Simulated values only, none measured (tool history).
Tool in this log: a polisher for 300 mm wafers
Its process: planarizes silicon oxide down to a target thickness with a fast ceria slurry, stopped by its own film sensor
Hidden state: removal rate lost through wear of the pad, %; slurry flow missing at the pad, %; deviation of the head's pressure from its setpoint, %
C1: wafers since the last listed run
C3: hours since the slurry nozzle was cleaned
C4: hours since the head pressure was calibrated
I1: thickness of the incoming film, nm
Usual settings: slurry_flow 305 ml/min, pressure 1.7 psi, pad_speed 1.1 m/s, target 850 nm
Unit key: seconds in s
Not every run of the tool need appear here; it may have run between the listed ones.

Run 1, hour 0: usual settings; C1 0; wafers polished on this pad 556; C3 540.8; C4 1278; I1 1838.3. Result: seconds 108.8 s.
Run 2, hour 16.7: usual settings; C1 240; wafers polished on this pad 797; C3 557.5; C4 1294.7; I1 1871.2. Result: seconds 116.1 s.
Run 3, hour 28.9: usual settings; C1 175; wafers polished on this pad 973; C3 569.7; C4 1306.9; I1 1865.6. Result: seconds 115.5 s.
Run 4, hour 44.4: usual settings; C1 223; wafers polished on this pad 1196; C3 585.2; C4 1322.4; I1 1854.4. Result: seconds 115.8 s.
At hour 50: worn pad replaced by a new one.
Run 5, hour 63.2: usual settings; C1 213; wafers polished on this pad 189; C3 604; C4 1341.2; I1 1850.9. Result: seconds 107.2 s.
Run 6, hour 96.3: usual settings; C1 477; wafers polished on this pad 666; C3 637.1; C4 1374.3; I1 1848. Result: seconds 114.8 s.
Run 7, hour 110.5: usual settings; C1 204; wafers polished on this pad 871; C3 651.3; C4 1388.5; I1 1855.5. Result: seconds 113.5 s.
At hour 132.4: worn pad replaced by a new one.
Run 8, hour 142.6: usual settings; C1 404; wafers polished on this pad 146; C3 683.4; C4 1420.6; I1 1848. Result: seconds 107.5 s.
Run 9, hour 176.6: usual settings but slurry_flow 390 ml/min; C1 489; wafers polished on this pad 636; C3 717.4; C4 1454.6; I1 1831.6. Result: seconds 108.2 s.
Run 10, hour 195: usual settings but slurry_flow 390 ml/min; C1 265; wafers polished on this pad 901; C3 735.8; C4 1473; I1 1880.1. Result: seconds 113.5 s.
Run 11, hour 211.4: usual settings but pad_speed 0.92 m/s; C1 236; wafers polished on this pad 1137; C3 752.2; C4 1489.4; I1 1856.7. Result: seconds 137 s.
At hour 237.4: worn pad replaced by a new one.
Run 12, hour 239.1: usual settings; C1 341; wafers polished on this pad 24; C3 779.9; C4 1517.1; I1 1884.1. Result: seconds 110.6 s.
At hour 246.5: head pressure recalibrated.
Run 13, hour 257: usual settings but slurry_flow 275 ml/min, pressure 2.2 psi; C1 229; wafers polished on this pad 253; C3 797.8; C4 10.5; I1 1844.4. Result: seconds 85.2 s.
Run 14, hour 273: usual settings but slurry_flow 345 ml/min, pad_speed 1.46 m/s, target 952 nm; C1 230; wafers polished on this pad 484; C3 813.8; C4 26.5; I1 1821.6. Result: seconds 76.6 s.
At hour 283.1: slurry nozzle cleaned.
Run 15, hour 307: usual settings; C1 475; wafers polished on this pad 959; C3 23.9; C4 60.5; I1 1874.4. Result: seconds 118.9 s.
Run 16, hour 325.3: usual settings but slurry_flow 345 ml/min; C1 263; wafers polished on this pad 1223; C3 42.2; C4 78.8; I1 1863.4. Result: seconds 120.1 s.
At hour 336.5: worn pad replaced by a new one.
Run 17, hour 342.2: usual settings; C1 185; wafers polished on this pad 81; C3 59.1; C4 95.7; I1 1862.9. Result: seconds 107.5 s.
At hour 421.2: worn pad replaced by a new one.
Run 18, hour 427.8: usual settings but pressure 1.2 psi, pad_speed 0.84 m/s; C1 1175; wafers polished on this pad 95; C3 144.7; C4 181.3; I1 1866.2. Result: seconds 192.5 s.
Run 19, hour 449.2: usual settings but pad_speed 1.26 m/s, target 1099 nm; C1 308; wafers polished on this pad 403; C3 166.1; C4 202.7; I1 1845.4. Result: seconds 74.9 s.
Run 20, hour 468.7: usual settings but slurry_flow 340 ml/min, pad_speed 1.22 m/s; C1 281; wafers polished on this pad 684; C3 185.6; C4 222.2; I1 1835.8. Result: seconds 100.5 s.

Below are 3 alternative next runs, each starting from the tool's condition after run 20. Predict each:
Run A, hour 469.1: usual settings; C1 5; wafers polished on this pad 690; C3 186; C4 222.6; I1 1836.7. Result: seconds ?.
Run B, hour 469.1: usual settings but pressure 1.4 psi, pad_speed 0.88 m/s; C1 5; wafers polished on this pad 690; C3 186; C4 222.6; I1 1836.7. Result: seconds ?.
Run C, hour 469.1: usual settings but slurry_flow 225 ml/min, pad_speed 1.28 m/s, target 707 nm; C1 5; wafers polished on this pad 690; C3 186; C4 222.6; I1 1836.7. Result: seconds ?.

run  seconds
  A    108.2
  B    159.6
  C    112.2
Stripped of hidden state, with their random variation kept, the same runs would have yielded:
run  seconds
  A     99.8
  B    147.3
  C    103.5
